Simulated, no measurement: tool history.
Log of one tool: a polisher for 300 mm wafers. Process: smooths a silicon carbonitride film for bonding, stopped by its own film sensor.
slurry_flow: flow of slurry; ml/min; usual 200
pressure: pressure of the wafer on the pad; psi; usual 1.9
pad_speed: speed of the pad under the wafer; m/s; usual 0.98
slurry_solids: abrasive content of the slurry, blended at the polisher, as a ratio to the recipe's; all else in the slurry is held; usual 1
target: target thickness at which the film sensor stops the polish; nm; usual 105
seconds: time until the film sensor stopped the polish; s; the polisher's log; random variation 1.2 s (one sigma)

run     day  slurry_flow  pressure  pad_speed  slurry_solids  target  wafers since the last listed run  wafers polished on this pad  hours since the slurry nozzle was cleaned  hours since the head pressure was calibrated  hours since the slurry blender was calibrated  incoming thickness of the incoming film, nm  seconds
  1       0          200       1.9       0.98              1     105                                 0                          697                                      248.1                                         459.2                                           53.8                                        130.5    141.3
  2   0.638          200       1.9       1.18              1     103                               131                          829                                      263.4                                         474.5                                           69.1                                        130.7    129.2
  3   1.471          200       1.9       1.18              1     103                               172                         1001                                      283.4                                         494.5                                           89.1                                        130.2    129.4
      1.788  -- worn pad replaced by a new one
      2.683  -- head pressure recalibrated
  4   2.888          200       1.9       1.18              1     103                               241                          210                                      317.4                                           4.9                                          123.1                                        130.4    129.7
  5   4.288          200       1.9       0.98              1     105                               289                          499                                        351                                          38.5                                          156.7                                        129.2    135.4
        4.4  -- slurry blender recalibrated
  6   5.238          200       1.9       0.98              1     105                               179                          679                                      373.8                                          61.3                                           20.1                                        132.7    155.7
  7   6.167          200       1.9       0.98              1     105                               192                          871                                      396.1                                          83.6                                           42.4                                        132.2    152.2
      6.854  -- worn pad replaced by a new one
  8   7.558          200       1.9       0.98              1     105                               253                          145                                      429.5                                           117                                           75.8                                        128.9    134.9
  9   8.071          200       1.9       0.98              1     105                               105                          251                                      441.8                                         129.3                                           88.1                                        127.7    128.1
 10   8.733          200       1.9       0.98              1     105                               137                          388                                      457.7                                         145.2                                            104                                          133      157
 11  10.121          200       1.9       0.98              1     105                               286                          675                                        491                                         178.5                                          137.3                                          130    140.2
     11.283  -- slurry blender recalibrated
 12  11.429          200       1.9       0.98              1     105                               253                          928                                      522.4                                         209.9                                            3.5                                        132.1    151.9
 13  12.458          255       2.4       0.98              1     105                               212                         1141                                      547.1                                         234.6                                           28.2                                        130.8    109.2
     12.917  -- worn pad replaced by a new one
 14  13.879          255       2.4       0.98              1     105                               259                          199                                      581.2                                         268.7                                           62.3                                        129.5    104.4
 15  14.383          200       1.9       0.98            0.9     114                               104                          303                                      593.3                                         280.8                                           74.4                                        128.1     88.3
 16   15.15          200       1.9       0.98              1     105                               158                          461                                      611.7                                         299.2                                           92.8                                          132      154
 17  15.783          200       1.2       0.98              1     101                               130                          592                                      626.9                                         314.4                                            108                                          128    239.1
 18  16.779          200       1.9       0.98              1     105                               205                          798                                      650.8                                         338.3                                          131.9                                        129.8    141.7
 19  17.421          200       1.3       0.98            1.2     105                               132                          931                                      666.2                                         353.7                                          147.3                                        131.4    196.6
     17.592  -- slurry blender recalibrated
 20  18.321          200       1.9       0.98              1     105                               168                         1100                                      687.8                                         375.3                                           17.5                                        129.4    139.6
     18.962  -- worn pad replaced by a new one
     19.821  -- slurry nozzle cleaned
 21  19.842          220       2.4       0.98              1     100                               271                          173                                        0.5                                         411.8                                             54                                        130.9    127.3
       20.5  -- head pressure recalibrated
 22  20.867          200       1.9       0.72           0.85     105                               194                          367                                       25.1                                           8.8                                           78.6                                        129.8    187.8
 23  21.442          200       1.9       0.98              1     105                               118                          486                                       38.9                                          22.6                                           92.4                                        128.4      124
 24  23.583          200       1.7       0.98              1     105                               442                          929                                       90.3                                            74                                          143.8                                        130.3    152.5
     23.846  -- slurry blender recalibrated
      24.45  -- worn pad replaced by a new one
 25  24.908          200       1.3       0.98              1     105                               222                           94                                      122.1                                         105.8                                           25.5                                        129.5    191.5
 26  26.271          245       1.9       0.98            1.1     105                               281                          376                                      154.8                                         138.5                                           58.2                                        132.2    133.8
 27  27.088          200       1.9       0.98            0.8      98                               168                          545                                      174.4                                         158.1                                           77.8                                        130.9    217.7
 28  27.854          200       2.5       0.98              1     100                               158                          703                                      192.8                                         176.5                                           96.2                                        127.7    113.9
 29  29.175          220       1.9       0.98              1     112                               273                          976                                      224.5                                         208.2                                          127.9                                        130.3    100.8

Hidden state at the last listed run before each entry between runs and at the first one after, where it differs:
Between runs 3 and 4: worn pad replaced by a new one (day 1.788); head pressure recalibrated (day 2.683)
  slurry flow missing at the pad, %: 30.8 -> 32.5
  measured less the result without the state, seconds: +8.3 -> +9 s
Between runs 5 and 6: slurry blender recalibrated (day 4.4)
  slurry flow missing at the pad, %: 34 -> 34.9
  measured less the result without the state, seconds: +10 -> +12 s
Between runs 7 and 8: worn pad replaced by a new one (day 6.854)
  slurry flow missing at the pad, %: 35.7 -> 36.8
  measured less the result without the state, seconds: +12.2 -> +11.3 s
Between runs 11 and 12: slurry blender recalibrated (day 11.283)
  slurry flow missing at the pad, %: 38.4 -> 39.1
  measured less the result without the state, seconds: +12.5 -> +14 s
Between runs 13 and 14: worn pad replaced by a new one (day 12.917)
  slurry flow missing at the pad, %: 39.6 -> 40.1
  measured less the result without the state, seconds: +8.1 -> +8 s
Between runs 19 and 20: slurry blender recalibrated (day 17.592)
  slurry flow missing at the pad, %: 41.3 -> 41.5
  measured less the result without the state, seconds: +19.8 -> +14.2 s
Between runs 20 and 21: worn pad replaced by a new one (day 18.962); slurry nozzle cleaned (day 19.821)
  slurry flow missing at the pad, %: 41.5 -> 8.88
  measured less the result without the state, seconds: +14.2 -> +1.6 s
Between runs 21 and 22: head pressure recalibrated (day 20.5)
  slurry flow missing at the pad, %: 8.88 -> 12.9
  measured less the result without the state, seconds: +1.6 -> +4 s
Between runs 24 and 25: slurry blender recalibrated (day 23.846); worn pad replaced by a new one (day 24.45)
  slurry flow missing at the pad, %: 21.8 -> 25.3
  measured less the result without the state, seconds: +6.1 -> +9.3 s
